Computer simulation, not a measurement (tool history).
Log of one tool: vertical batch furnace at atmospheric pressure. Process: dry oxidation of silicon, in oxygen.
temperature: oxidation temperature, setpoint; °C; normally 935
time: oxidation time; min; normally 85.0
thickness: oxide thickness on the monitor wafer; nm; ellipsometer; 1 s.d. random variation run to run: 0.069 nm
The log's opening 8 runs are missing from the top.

| run | hour | temperature | time | read-back reference wafer on the same gauge, thickness | thickness |
|---|---|---|---|---|---|
| 9 | 123.7 | 935 | 66.5 | 33.40 | 29.02 |
| 10 | 130.7 | 935 | 85.0 | 33.38 | 34.41 |
|  | 165.2 | thermocouples replaced and temperature profile calibrated |
|  | 172.2 | boat lift adjusted |
| 11 | 172.7 | 935 | 85.0 | 33.38 | 32.34 |
| 12 | 177.1 | 935 | 85.0 | 33.41 | 32.26 |
| 13 | 181.5 | 935 | 85.0 | 33.40 | 32.39 |
| 14 | 185.9 | 935 | 85.0 | 33.39 | 32.32 |
| 15 | 190.3 | 935 | 85.0 | 33.38 | 32.41 |
| 16 | 194.6 | 935 | 85.0 | 33.39 | 32.49 |
| 17 | 202.6 | 935 | 85.0 | 33.39 | 32.33 |
| 18 | 215.6 | 935 | 85.0 | 33.41 | 32.32 |
| 19 | 229.2 | 926 | 112.0 | 33.38 | 35.74 |
| 20 | 243.0 | 915 | 64.0 | 33.41 | 21.99 |
| 21 | 253.3 | 952 | 61.5 | 33.38 | 31.16 |
| 22 | 264.2 | 928 | 85.0 | 33.40 | 30.12 |
| 23 | 271.7 | 935 | 85.0 | 33.42 | 32.39 |
|  | 275.3 | gauge calibrated |
| 24 | 286.3 | 911 | 64.0 | 33.41 | 21.12 |
| 25 | 303.0 | 919 | 65.5 | 33.39 | 23.10 |
| 26 | 311.6 | 949 | 57.0 | 33.41 | 28.89 |
| 27 | 327.4 | 920 | 73.0 | 33.40 | 25.16 |
| 28 | 339.7 | 952 | 116.0 | 33.41 | 48.26 |
| 29 | 348.8 | 943 | 98.5 | 33.39 | 39.03 |
| 30 | 355.8 | 935 | 85.0 | 33.40 | 32.31 |

Run 31 has not been measured yet. What should we expect?
| 31 | 369.7 | 942 | 71.0 | ? | ? |

Run 31 came out at read-back reference wafer on the same gauge, thickness 33.40, thickness 30.99 nm.
Without the tool's hidden state the same run would have given thickness 30.83 nm.

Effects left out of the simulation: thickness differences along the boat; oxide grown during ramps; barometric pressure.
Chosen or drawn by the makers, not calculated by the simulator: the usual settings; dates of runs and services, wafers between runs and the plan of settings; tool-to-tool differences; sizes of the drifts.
